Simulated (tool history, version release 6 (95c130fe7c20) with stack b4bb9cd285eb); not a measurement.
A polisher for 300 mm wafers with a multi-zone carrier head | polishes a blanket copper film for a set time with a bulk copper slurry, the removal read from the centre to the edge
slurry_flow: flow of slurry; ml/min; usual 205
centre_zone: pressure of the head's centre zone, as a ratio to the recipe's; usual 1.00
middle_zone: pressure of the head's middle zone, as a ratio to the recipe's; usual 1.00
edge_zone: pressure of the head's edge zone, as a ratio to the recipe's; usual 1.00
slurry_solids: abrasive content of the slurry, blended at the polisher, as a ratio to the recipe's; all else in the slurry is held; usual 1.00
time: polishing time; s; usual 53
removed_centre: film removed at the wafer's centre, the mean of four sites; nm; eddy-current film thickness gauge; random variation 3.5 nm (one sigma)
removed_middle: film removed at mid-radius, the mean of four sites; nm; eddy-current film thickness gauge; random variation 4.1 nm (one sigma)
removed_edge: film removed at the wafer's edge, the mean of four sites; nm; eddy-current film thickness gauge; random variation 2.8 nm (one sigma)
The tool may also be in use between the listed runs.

| run | hour | slurry_flow | centre_zone | middle_zone | edge_zone | slurry_solids | time | incoming thickness of the incoming film, nm | removed_centre | removed_middle | removed_edge |
|---|---|---|---|---|---|---|---|---|---|---|---|
| 1 | 0.0 | 270 | 1.00 | 0.90 | 1.00 | 1.00 | 53 | 3051.0 | 337.1 | 290.6 | 320.0 |
| 2 | 18.4 | 260 | 1.00 | 1.00 | 1.00 | 1.00 | 53 | 3112.9 | 327.8 | 320.1 | 318.6 |
| 3 | 54.0 | 205 | 1.00 | 1.00 | 1.00 | 1.00 | 53 | 3113.6 | 315.4 | 301.8 | 311.9 |
|  | 77.0 | carrier head's membrane replaced by a new one |
| 4 | 86.6 | 205 | 1.00 | 1.00 | 1.00 | 0.75 | 53 | 3106.5 | 302.9 | 296.5 | 294.8 |
| 5 | 102.4 | 205 | 1.11 | 1.04 | 1.00 | 1.00 | 53 | 3024.3 | 348.9 | 324.5 | 311.2 |
| 6 | 206.8 | 205 | 1.00 | 1.00 | 1.00 | 1.00 | 53 | 3090.8 | 323.3 | 308.3 | 305.9 |
| 7 | 236.9 | 180 | 1.00 | 0.88 | 1.00 | 1.00 | 63 | 3017.2 | 373.8 | 326.9 | 362.4 |
|  | 255.1 | worn pad replaced by a new one |
| 8 | 268.4 | 205 | 1.00 | 1.00 | 1.00 | 0.90 | 53 | 3076.0 | 320.1 | 302.0 | 307.4 |
|  | 314.6 | slurry nozzle cleaned |
| 9 | 370.0 | 205 | 1.00 | 1.00 | 0.97 | 1.00 | 53 | 3059.2 | 324.8 | 313.6 | 305.3 |
| 10 | 393.7 | 205 | 1.00 | 1.00 | 1.00 | 1.00 | 53 | 3078.5 | 323.7 | 304.0 | 300.8 |
| 11 | 425.0 | 145 | 1.00 | 1.00 | 1.04 | 1.00 | 53 | 3038.3 | 306.5 | 297.2 | 303.6 |
| 12 | 437.4 | 205 | 1.00 | 1.00 | 1.04 | 1.00 | 53 | 3025.9 | 327.4 | 306.2 | 314.9 |
| 13 | 519.5 | 140 | 0.96 | 0.89 | 1.00 | 1.00 | 34 | 3052.2 | 192.0 | 172.9 | 190.4 |
| 14 | 536.6 | 185 | 1.00 | 1.00 | 1.00 | 1.00 | 53 | 3061.2 | 322.5 | 303.9 | 301.1 |
|  | 559.8 | worn pad replaced by a new one |
| 15 | 569.4 | 205 | 1.00 | 1.07 | 1.00 | 1.00 | 70 | 3130.7 | 439.7 | 436.4 | 408.5 |
| 16 | 588.9 | 205 | 0.94 | 1.00 | 1.00 | 1.00 | 53 | 3109.1 | 309.0 | 307.9 | 304.5 |
| 17 | 613.4 | 230 | 1.00 | 0.92 | 0.88 | 1.00 | 53 | 3095.7 | 342.1 | 290.0 | 294.1 |
| 18 | 648.4 | 205 | 1.00 | 1.05 | 1.00 | 1.20 | 72 | 3045.0 | 454.7 | 450.6 | 428.0 |
| 19 | 679.8 | 170 | 1.00 | 1.00 | 1.11 | 0.80 | 53 | 3067.4 | 316.9 | 297.1 | 308.0 |
| 20 | 692.0 | 250 | 1.00 | 1.05 | 1.00 | 1.00 | 53 | 3014.5 | 342.6 | 330.3 | 316.1 |

The tool's hidden state at each run:
removal rate lost through wear of the pad, %: 0 in every run
slurry flow missing at the pad, %: 0 in every run
deviation of the edge zone's pressure from its setpoint, %: 0 in every run
H1: deviation of the centre zone's pressure from its setpoint, %
| run | H1 |
|---|---|
| 1 | 1.84 |
| 2 | 1.96 |
| 3 | 2.19 |
| 4 | 2.4 |
| 5 | 2.5 |
| 6 | 3.18 |
| 7 | 3.37 |
| 8 | 3.58 |
| 9 | 4.24 |
| 10 | 4.39 |
| 11 | 4.59 |
| 12 | 4.67 |
| 13 | 5.2 |
| 14 | 5.31 |
| 15 | 5.53 |
| 16 | 5.65 |
| 17 | 5.81 |
| 18 | 6.04 |
| 19 | 6.24 |
| 20 | 6.32 |

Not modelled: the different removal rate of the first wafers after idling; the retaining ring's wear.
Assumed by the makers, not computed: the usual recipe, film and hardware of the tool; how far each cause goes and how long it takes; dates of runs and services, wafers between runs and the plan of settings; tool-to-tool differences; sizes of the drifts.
